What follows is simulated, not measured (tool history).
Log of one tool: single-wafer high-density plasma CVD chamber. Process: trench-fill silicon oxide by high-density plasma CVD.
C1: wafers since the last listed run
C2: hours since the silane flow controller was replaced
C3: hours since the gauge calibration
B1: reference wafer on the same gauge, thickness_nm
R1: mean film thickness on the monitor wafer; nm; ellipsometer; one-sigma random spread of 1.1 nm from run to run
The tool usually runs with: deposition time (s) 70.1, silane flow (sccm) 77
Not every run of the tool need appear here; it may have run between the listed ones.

Run 1, hour 0: usual settings but deposition time (s) 74.1, silane flow (sccm) 69; C1 0; C2 1949.3; C3 320.4; B1 462.099. Result: R1 478.922 nm.
Run 2, hour 42.9: usual settings but deposition time (s) 74.1, silane flow (sccm) 69; C1 857; C2 1992.2; C3 363.3; B1 462.118. Result: R1 478.546 nm.
Run 3, hour 74: usual settings but deposition time (s) 74.1, silane flow (sccm) 69; C1 621; C2 2023.3; C3 394.4; B1 461.94. Result: R1 477.67 nm.
Run 4, hour 104.7: usual settings but silane flow (sccm) 67; C1 613; C2 2054; C3 425.1; B1 461.963. Result: R1 442.027 nm.
Run 5, hour 227.1: usual settings; C1 2447; C2 2176.4; C3 547.5; B1 462.294. Result: R1 496.411 nm.
Run 6, hour 287: usual settings; C1 1197; C2 2236.3; C3 607.4; B1 461.788. Result: R1 497.004 nm.
Run 7, hour 351: usual settings; C1 1279; C2 2300.3; C3 671.4; B1 462.003. Result: R1 497.897 nm.
Run 8, hour 382.8: usual settings; C1 635; C2 2332.1; C3 703.2; B1 461.848. Result: R1 497.11 nm.
Run 9, hour 443: usual settings; C1 1203; C2 2392.3; C3 763.4; B1 462.33. Result: R1 498.001 nm.
Run 10, hour 508.7: usual settings; C1 1313; C2 2458; C3 829.1; B1 461.603. Result: R1 499.159 nm.
Run 11, hour 537.8: usual settings; C1 581; C2 2487.1; C3 858.2; B1 461.88. Result: R1 496.564 nm.
Run 12, hour 594.7: usual settings; C1 1137; C2 2544; C3 915.1; B1 461.863. Result: R1 496.672 nm.
Run 13, hour 628: usual settings but deposition time (s) 79.6, silane flow (sccm) 85; C1 665; C2 2577.3; C3 948.4; B1 461.686. Result: R1 617.885 nm.
At hour 640.8: silane flow controller replaced.
Run 14, hour 688.9: usual settings but deposition time (s) 79.6, silane flow (sccm) 85; C1 1057; C2 48.1; C3 1009.3; B1 462.141. Result: R1 598.466 nm.
Run 15, hour 741.3: usual settings; C1 1047; C2 100.5; C3 1061.7; B1 461.924. Result: R1 482.789 nm.
Run 16, hour 765.6: usual settings; C1 485; C2 124.8; C3 1086; B1 461.969. Result: R1 480.823 nm.
Run 17, hour 827.6: usual settings but deposition time (s) 79.2; C1 1239; C2 186.8; C3 1148; B1 462.432. Result: R1 542.327 nm.
Run 18, hour 885.1: usual settings but deposition time (s) 79.2; C1 1149; C2 244.3; C3 1205.5; B1 462.001. Result: R1 543.297 nm.
Run 19, hour 914.1: usual settings but deposition time (s) 81.1, silane flow (sccm) 84; C1 579; C2 273.3; C3 1234.5; B1 461.789. Result: R1 597.451 nm.
Run 20, hour 945.5: usual settings but deposition time (s) 77, silane flow (sccm) 62; C1 627; C2 304.7; C3 1265.9; B1 462.001. Result: R1 437.321 nm.
Run 21, hour 1006.5: usual settings; C1 1219; C2 365.7; C3 1326.9; B1 461.646. Result: R1 477.991 nm.
At hour 1046.8: silane flow controller replaced, repeated, since the last time left the tool worse.
Run 22, hour 1066.6: usual settings; C1 1041; C2 19.8; C3 1387; B1 461.883. Result: R1 516.083 nm.
At hour 1093.5: gauge calibrated.
Run 23, hour 1109.3: usual settings but deposition time (s) 58, silane flow (sccm) 86; C1 853; C2 62.5; C3 15.8; B1 461.682. Result: R1 471.214 nm.
Run 24, hour 1157.4: usual settings but deposition time (s) 78.1, silane flow (sccm) 66; C1 961; C2 110.6; C3 63.9; B1 461.856. Result: R1 502.979 nm.
Run 25, hour 1223.1: usual settings but deposition time (s) 64, silane flow (sccm) 84; C1 1313; C2 176.3; C3 129.6; B1 462.192. Result: R1 508.041 nm.
Run 26, hour 1280.3: usual settings but deposition time (s) 75.4, silane flow (sccm) 70; C1 1143; C2 233.5; C3 186.8; B1 462.245. Result: R1 510.017 nm.
Run 27, hour 1340.2: usual settings but deposition time (s) 74.5, silane flow (sccm) 90; C1 1197; C2 293.4; C3 246.7; B1 462.678. Result: R1 629.731 nm.
Run 28, hour 1366.7: usual settings but silane flow (sccm) 63; C1 529; C2 319.9; C3 273.2; B1 462.278. Result: R1 430.143 nm.
Run 29, hour 1421.6: usual settings but deposition time (s) 78.8, silane flow (sccm) 82; C1 1097; C2 374.8; C3 328.1; B1 461.985. Result: R1 609.876 nm.
Run 30, hour 1452.9: usual settings but deposition time (s) 81.8, silane flow (sccm) 69; C1 625; C2 406.1; C3 359.4; B1 462.208. Result: R1 543.913 nm.
Run 31, hour 1506.6: usual settings but deposition time (s) 81.4, silane flow (sccm) 64; C1 1073; C2 459.8; C3 413.1; B1 462.21. Result: R1 505.802 nm.
Run 32, hour 1563.4: usual settings but deposition time (s) 60.3; C1 1135; C2 516.6; C3 469.9; B1 462.174. Result: R1 439.515 nm.
Run 33, hour 1610.1: usual settings; C1 933; C2 563.3; C3 516.6; B1 461.756. Result: R1 509.491 nm.
Run 34, hour 1650.9: usual settings; C1 815; C2 604.1; C3 557.4; B1 461.942. Result: R1 508.685 nm.
Run 35, hour 1693.1: usual settings but silane flow (sccm) 68; C1 843; C2 646.3; C3 599.6; B1 462.011. Result: R1 457.314 nm.
Run 36, hour 1740.5: usual settings but deposition time (s) 81; C1 947; C2 693.7; C3 647; B1 461.777. Result: R1 588.344 nm.

Alternative continuations, all from the tool just after run 36; predict every row:
Run A, hour 1740.9: usual settings but silane flow (sccm) 72; C1 7; C2 694.1; C3 647.4; B1 ?. Result: R1 ?.
Run B, hour 1740.9: usual settings but deposition time (s) 61.8, silane flow (sccm) 85; C1 7; C2 694.1; C3 647.4; B1 ?. Result: R1 ?.
Run C, hour 1740.9: usual settings but deposition time (s) 56.5; C1 7; C2 694.1; C3 647.4; B1 ?. Result: R1 ?.
Run D, hour 1740.9: usual settings but deposition time (s) 64.6, silane flow (sccm) 66; C1 7; C2 694.1; C3 647.4; B1 ?. Result: R1 ?.

run       B1       R1
  A  461.837  478.757
  B  461.837   488.73
  C  461.837  409.313
  D  461.837  409.034
What these runs would have given with no unlogged condition in the tool:
run       R1
  A  483.244
  B  493.311
  C   413.15
  D  412.868
